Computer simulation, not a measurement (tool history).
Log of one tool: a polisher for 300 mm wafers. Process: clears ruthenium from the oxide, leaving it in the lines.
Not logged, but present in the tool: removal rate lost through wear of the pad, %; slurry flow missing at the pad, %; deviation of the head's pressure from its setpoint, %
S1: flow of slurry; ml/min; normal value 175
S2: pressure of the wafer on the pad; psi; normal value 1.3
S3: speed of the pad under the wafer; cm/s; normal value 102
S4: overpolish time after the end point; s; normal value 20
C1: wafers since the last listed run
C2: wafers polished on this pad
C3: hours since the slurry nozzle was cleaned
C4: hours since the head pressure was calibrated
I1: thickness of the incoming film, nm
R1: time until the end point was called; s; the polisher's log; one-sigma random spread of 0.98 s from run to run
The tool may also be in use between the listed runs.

run 1 hour=0.0 | S1=175 S2=1.3 S3=92 S4=20 | C1=0 C2=397 C3=54.6 C4=702.2 | I1=64.8 | R1=75.5
run 2 hour=41.5 | S1=175 S2=1.3 S3=92 S4=20 | C1=266 C2=663 C3=96.1 C4=743.7 | I1=65.8 | R1=77.3
run 3 hour=103.9 | S1=175 S2=1.0 S3=102 S4=20 | C1=400 C2=1063 C3=158.5 C4=806.1 | I1=65.0 | R1=86.5
run 4 hour=174.6 | S1=175 S2=1.0 S3=102 S4=20 | C1=453 C2=1516 C3=229.2 C4=876.8 | I1=64.0 | R1=86.0
run 5 hour=250.0 | S1=175 S2=1.0 S3=102 S4=20 | C1=483 C2=2000 C3=304.6 C4=952.2 | I1=64.0 | R1=84.7
run 6 hour=367.9 | S1=175 S2=1.3 S3=102 S4=20 | C1=755 C2=2756 C3=422.5 C4=1070.1 | I1=64.0 | R1=72.2
-- hour=425.7 worn pad replaced by a new one
-- hour=444.6 slurry nozzle cleaned
-- hour=537.5 head pressure recalibrated
run 7 hour=542.8 | S1=175 S2=1.5 S3=102 S4=20 | C1=1076 C2=731 C3=98.2 C4=5.3 | I1=65.0 | R1=63.1
run 8 hour=640.6 | S1=175 S2=1.5 S3=102 S4=20 | C1=626 C2=1358 C3=196.0 C4=103.1 | I1=65.0 | R1=64.8
run 9 hour=680.6 | S1=175 S2=1.3 S3=102 S4=20 | C1=256 C2=1614 C3=236.0 C4=143.1 | I1=64.1 | R1=72.8
run 10 hour=732.2 | S1=175 S2=1.3 S3=102 S4=20 | C1=330 C2=1945 C3=287.6 C4=194.7 | I1=66.4 | R1=76.1
run 11 hour=779.0 | S1=175 S2=1.3 S3=112 S4=20 | C1=300 C2=2245 C3=334.4 C4=241.5 | I1=65.2 | R1=70.5
run 12 hour=830.0 | S1=175 S2=1.3 S3=76 S4=20 | C1=326 C2=2572 C3=385.4 C4=292.5 | I1=65.2 | R1=93.9
-- hour=946.4 slurry nozzle cleaned
-- hour=957.1 worn pad replaced by a new one
run 13 hour=1049.8 | S1=175 S2=1.3 S3=76 S4=20 | C1=1376 C2=594 C3=103.4 C4=512.3 | I1=64.2 | R1=88.1
run 14 hour=1193.3 | S1=190 S2=1.3 S3=102 S4=20 | C1=919 C2=1514 C3=246.9 C4=655.8 | I1=64.3 | R1=71.7
run 15 hour=1252.0 | S1=190 S2=1.3 S3=102 S4=20 | C1=376 C2=1890 C3=305.6 C4=714.5 | I1=64.0 | R1=71.4
run 16 hour=1379.9 | S1=190 S2=1.3 S3=102 S4=20 | C1=819 C2=2710 C3=433.5 C4=842.4 | I1=65.5 | R1=74.8
-- hour=1456.4 slurry nozzle cleaned
run 17 hour=1479.4 | S1=175 S2=1.5 S3=84 S4=20 | C1=631 C2=3341 C3=23.0 C4=941.9 | I1=64.3 | R1=76.9
run 18 hour=1551.8 | S1=150 S2=1.8 S3=124 S4=20 | C1=464 C2=3805 C3=95.4 C4=1014.3 | I1=64.9 | R1=50.2
-- hour=1598.7 worn pad replaced by a new one
run 19 hour=1627.7 | S1=200 S2=1.5 S3=124 S4=20 | C1=460 C2=185 C3=171.3 C4=1090.2 | I1=65.1 | R1=50.9
run 20 hour=1711.1 | S1=230 S2=1.3 S3=102 S4=12 | C1=534 C2=720 C3=254.7 C4=1173.6 | I1=65.7 | R1=69.4
-- hour=1776.1 head pressure recalibrated
run 21 hour=1797.0 | S1=175 S2=1.4 S3=102 S4=14 | C1=537 C2=1258 C3=340.6 C4=20.9 | I1=64.2 | R1=67.4
run 22 hour=1859.7 | S1=175 S2=1.3 S3=130 S4=9 | C1=401 C2=1660 C3=403.3 C4=83.6 | I1=66.0 | R1=59.7
run 23 hour=1910.3 | S1=215 S2=1.3 S3=102 S4=26 | C1=324 C2=1984 C3=453.9 C4=134.2 | I1=65.8 | R1=73.1
run 24 hour=1961.2 | S1=125 S2=1.7 S3=120 S4=13 | C1=326 C2=2310 C3=504.8 C4=185.1 | I1=64.8 | R1=53.3
run 25 hour=2023.9 | S1=175 S2=1.3 S3=112 S4=20 | C1=401 C2=2712 C3=567.5 C4=247.8 | I1=64.6 | R1=66.8
-- hour=2065.7 slurry nozzle cleaned
run 26 hour=2094.4 | S1=175 S2=1.3 S3=102 S4=20 | C1=445 C2=3158 C3=28.7 C4=318.3 | I1=66.2 | R1=73.0
run 27 hour=2185.5 | S1=200 S2=1.2 S3=88 S4=28 | C1=583 C2=3742 C3=119.8 C4=409.4 | I1=65.4 | R1=88.3
-- hour=2224.8 worn pad replaced by a new one
run 28 hour=2233.2 | S1=175 S2=1.3 S3=102 S4=20 | C1=280 C2=53 C3=167.5 C4=457.1 | I1=64.9 | R1=68.5
run 29 hour=2322.6 | S1=175 S2=1.3 S3=102 S4=20 | C1=573 C2=626 C3=256.9 C4=546.5 | I1=64.3 | R1=69.1
run 30 hour=2555.9 | S1=145 S2=1.3 S3=102 S4=26 | C1=1495 C2=2122 C3=490.2 C4=779.8 | I1=65.9 | R1=72.7
run 31 hour=2593.9 | S1=175 S2=1.0 S3=102 S4=20 | C1=243 C2=2366 C3=528.2 C4=817.8 | I1=64.9 | R1=88.8
-- hour=2608.6 slurry nozzle cleaned
-- hour=2729.3 worn pad replaced by a new one
run 32 hour=2861.2 | S1=175 S2=0.9 S3=102 S4=20 | C1=1681 C2=845 C3=252.6 C4=1085.1 | I1=64.1 | R1=88.8

Give the tool's hidden conditions for every run:
slurry flow missing at the pad, %: 0 in every run
deviation of the head's pressure from its setpoint, %: 0 in every run
H1: removal rate lost through wear of the pad, %
run=1 H1=3.16
run=2 H1=4.33
run=3 H1=5.66
run=4 H1=6.73
run=5 H1=7.51
run=6 H1=8.25
run=7 H1=5.07
run=8 H1=6.87
run=9 H1=7.38
run=10 H1=7.9
run=11 H1=8.26
run=12 H1=8.56
run=13 H1=4.86
run=14 H1=7.55
run=15 H1=8.19
run=16 H1=9.05
run=17 H1=9.42
run=18 H1=9.59
run=19 H1=1.33
run=20 H1=3.85
run=21 H1=5.52
run=22 H1=6.34
run=23 H1=6.83
run=24 H1=7.21
run=25 H1=7.56
run=26 H1=7.83
run=27 H1=8.07
run=28 H1=0.579
run=29 H1=3.55
run=30 H1=7.05
run=31 H1=7.31
run=32 H1=4.23

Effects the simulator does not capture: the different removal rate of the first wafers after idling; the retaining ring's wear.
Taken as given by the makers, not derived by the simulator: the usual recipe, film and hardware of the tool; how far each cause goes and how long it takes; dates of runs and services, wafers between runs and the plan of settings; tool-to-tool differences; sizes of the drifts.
